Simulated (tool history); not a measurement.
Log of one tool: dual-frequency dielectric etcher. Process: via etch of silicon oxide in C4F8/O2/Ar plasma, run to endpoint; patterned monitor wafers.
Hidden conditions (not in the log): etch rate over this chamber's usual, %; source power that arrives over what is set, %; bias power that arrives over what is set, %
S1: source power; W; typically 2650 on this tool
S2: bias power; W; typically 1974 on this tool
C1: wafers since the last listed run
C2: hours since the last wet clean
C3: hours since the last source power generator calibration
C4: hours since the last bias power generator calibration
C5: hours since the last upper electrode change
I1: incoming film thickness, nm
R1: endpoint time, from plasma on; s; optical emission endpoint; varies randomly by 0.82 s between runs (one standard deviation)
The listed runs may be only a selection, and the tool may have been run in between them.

{"run": 1, "hour": 0.0, "S1": 2270, "S2": 1683, "C1": 0, "C2": 102.6, "C3": 1597.3, "C4": 1318.6, "C5": 1860.8, "I1": 1454.9, "R1": 284.3}
{"run": 2, "hour": 100.8, "S1": 2270, "S2": 1683, "C1": 561, "C2": 203.4, "C3": 1698.1, "C4": 1419.4, "C5": 1961.6, "I1": 1445.8, "R1": 281.3}
{"run": 3, "hour": 158.3, "S1": 2650, "S2": 1974, "C1": 320, "C2": 260.9, "C3": 1755.6, "C4": 1476.9, "C5": 2019.1, "I1": 1446.8, "R1": 248.4}
{"run": 4, "hour": 224.8, "S1": 2650, "S2": 1974, "C1": 370, "C2": 327.4, "C3": 1822.1, "C4": 1543.4, "C5": 2085.6, "I1": 1447.8, "R1": 249.2}
{"run": 5, "hour": 282.1, "S1": 3160, "S2": 1974, "C1": 319, "C2": 384.7, "C3": 1879.4, "C4": 1600.7, "C5": 2142.9, "I1": 1446.8, "R1": 229.9}
{"hour": 356.6, "done": "wet clean of the chamber"}
{"run": 6, "hour": 357.1, "S1": 3160, "S2": 1974, "C1": 284, "C2": 0.5, "C3": 1954.4, "C4": 1675.7, "C5": 2217.9, "I1": 1455.0, "R1": 234.5}
{"run": 7, "hour": 431.9, "S1": 2650, "S2": 1974, "C1": 417, "C2": 75.3, "C3": 2029.2, "C4": 1750.5, "C5": 2292.7, "I1": 1444.8, "R1": 250.6}
{"run": 8, "hour": 517.9, "S1": 2650, "S2": 1974, "C1": 479, "C2": 161.3, "C3": 2115.2, "C4": 1836.5, "C5": 2378.7, "I1": 1461.4, "R1": 251.4}
{"run": 9, "hour": 562.9, "S1": 2650, "S2": 1974, "C1": 250, "C2": 206.3, "C3": 2160.2, "C4": 1881.5, "C5": 2423.7, "I1": 1448.1, "R1": 249.4}
{"run": 10, "hour": 648.7, "S1": 2650, "S2": 2341, "C1": 478, "C2": 292.1, "C3": 2246.0, "C4": 1967.3, "C5": 2509.5, "I1": 1437.1, "R1": 234.0}
{"run": 11, "hour": 741.1, "S1": 2790, "S2": 1641, "C1": 515, "C2": 384.5, "C3": 2338.4, "C4": 2059.7, "C5": 2601.9, "I1": 1434.9, "R1": 256.4}
{"run": 12, "hour": 834.1, "S1": 2140, "S2": 1974, "C1": 518, "C2": 477.5, "C3": 2431.4, "C4": 2152.7, "C5": 2694.9, "I1": 1438.3, "R1": 269.6}
{"hour": 885.6, "done": "wet clean of the chamber"}
{"hour": 929.2, "done": "bias power generator calibrated"}
{"run": 13, "hour": 939.8, "S1": 2140, "S2": 1974, "C1": 433, "C2": 54.2, "C3": 2537.1, "C4": 10.6, "C5": 2800.6, "I1": 1455.4, "R1": 272.3}
{"run": 14, "hour": 989.0, "S1": 2140, "S2": 1974, "C1": 274, "C2": 103.4, "C3": 2586.3, "C4": 59.8, "C5": 2849.8, "I1": 1462.2, "R1": 273.9}
{"run": 15, "hour": 1061.5, "S1": 2650, "S2": 1974, "C1": 404, "C2": 175.9, "C3": 2658.8, "C4": 132.3, "C5": 2922.3, "I1": 1446.6, "R1": 245.8}
{"run": 16, "hour": 1110.4, "S1": 2650, "S2": 1974, "C1": 272, "C2": 224.8, "C3": 2707.7, "C4": 181.2, "C5": 2971.2, "I1": 1448.0, "R1": 246.9}
{"run": 17, "hour": 1154.8, "S1": 2290, "S2": 2219, "C1": 247, "C2": 269.2, "C3": 2752.1, "C4": 225.6, "C5": 3015.6, "I1": 1432.4, "R1": 249.9}
{"hour": 1196.8, "done": "upper electrode replaced"}
{"run": 18, "hour": 1197.3, "S1": 2650, "S2": 1974, "C1": 103, "C2": 311.7, "C3": 2794.6, "C4": 268.1, "C5": 0.5, "I1": 1447.0, "R1": 243.8}
{"run": 19, "hour": 1284.0, "S1": 3270, "S2": 2375, "C1": 483, "C2": 398.4, "C3": 2881.3, "C4": 354.8, "C5": 87.2, "I1": 1450.5, "R1": 211.1}
{"hour": 1318.8, "done": "wet clean of the chamber"}
{"run": 20, "hour": 1383.1, "S1": 2650, "S2": 2109, "C1": 418, "C2": 64.3, "C3": 2980.4, "C4": 453.9, "C5": 186.3, "I1": 1438.7, "R1": 240.8}
{"run": 21, "hour": 1477.2, "S1": 3300, "S2": 2246, "C1": 524, "C2": 158.4, "C3": 3074.5, "C4": 548.0, "C5": 280.4, "I1": 1449.6, "R1": 217.6}
{"run": 22, "hour": 1532.5, "S1": 2650, "S2": 1974, "C1": 308, "C2": 213.7, "C3": 3129.8, "C4": 603.3, "C5": 335.7, "I1": 1437.7, "R1": 244.3}
{"run": 23, "hour": 1605.4, "S1": 2240, "S2": 1750, "C1": 406, "C2": 286.6, "C3": 3202.7, "C4": 676.2, "C5": 408.6, "I1": 1443.0, "R1": 274.1}
{"hour": 1854.2, "done": "wet clean of the chamber"}
{"run": 24, "hour": 1854.7, "S1": 2010, "S2": 1974, "C1": 1256, "C2": 0.5, "C3": 3452.0, "C4": 925.5, "C5": 657.9, "I1": 1452.4, "R1": 284.7}
{"run": 25, "hour": 1918.6, "S1": 2130, "S2": 2362, "C1": 356, "C2": 64.4, "C3": 3515.9, "C4": 989.4, "C5": 721.8, "I1": 1461.3, "R1": 264.0}
{"hour": 1979.3, "done": "source power generator calibrated"}
{"run": 26, "hour": 2004.2, "S1": 2030, "S2": 1974, "C1": 454, "C2": 150.0, "C3": 24.9, "C4": 1075.0, "C5": 807.4, "I1": 1450.4, "R1": 283.0}
{"run": 27, "hour": 2056.3, "S1": 2650, "S2": 1829, "C1": 290, "C2": 202.1, "C3": 77.0, "C4": 1127.1, "C5": 859.5, "I1": 1445.9, "R1": 256.4}
{"run": 28, "hour": 2105.8, "S1": 2650, "S2": 2309, "C1": 275, "C2": 251.6, "C3": 126.5, "C4": 1176.6, "C5": 909.0, "I1": 1449.7, "R1": 237.7}
{"run": 29, "hour": 2195.9, "S1": 2650, "S2": 2109, "C1": 502, "C2": 341.7, "C3": 216.6, "C4": 1266.7, "C5": 999.1, "I1": 1460.1, "R1": 244.6}
{"run": 30, "hour": 2274.9, "S1": 2140, "S2": 1734, "C1": 440, "C2": 420.7, "C3": 295.6, "C4": 1345.7, "C5": 1078.1, "I1": 1447.0, "R1": 283.5}
{"run": 31, "hour": 2320.0, "S1": 2250, "S2": 2388, "C1": 251, "C2": 465.8, "C3": 340.7, "C4": 1390.8, "C5": 1123.2, "I1": 1451.8, "R1": 249.2}
{"hour": 2371.0, "done": "wet clean of the chamber"}
{"run": 32, "hour": 2376.8, "S1": 2060, "S2": 2397, "C1": 182, "C2": 5.8, "C3": 397.5, "C4": 1447.6, "C5": 1180.0, "I1": 1452.2, "R1": 264.5}
{"run": 33, "hour": 2477.3, "S1": 3300, "S2": 1510, "C1": 560, "C2": 106.3, "C3": 498.0, "C4": 1548.1, "C5": 1280.5, "I1": 1436.9, "R1": 245.9}

Alternative continuations, all from the tool just after run 33; predict every row:
{"run": "A", "hour": 2477.8, "S1": 2650, "S2": 2397, "C1": 2, "C2": 106.8, "C3": 498.5, "C4": 1548.6, "C5": 1281.0, "I1": 1462.2, "R1": "?"}
{"run": "B", "hour": 2477.8, "S1": 3100, "S2": 1653, "C1": 2, "C2": 106.8, "C3": 498.5, "C4": 1548.6, "C5": 1281.0, "I1": 1462.2, "R1": "?"}
{"run": "C", "hour": 2477.8, "S1": 3260, "S2": 1636, "C1": 2, "C2": 106.8, "C3": 498.5, "C4": 1548.6, "C5": 1281.0, "I1": 1462.2, "R1": "?"}
{"run": "D", "hour": 2477.8, "S1": 2830, "S2": 1579, "C1": 2, "C2": 106.8, "C3": 498.5, "C4": 1548.6, "C5": 1281.0, "I1": 1462.2, "R1": "?"}

run=A R1=237.3
run=B R1=249.5
run=C R1=244.9
run=D R1=263.4
Had the tool no hidden state, the same runs would have come out as:
run=A R1=234.5
run=B R1=247.1
run=C R1=242.5
run=D R1=260.8
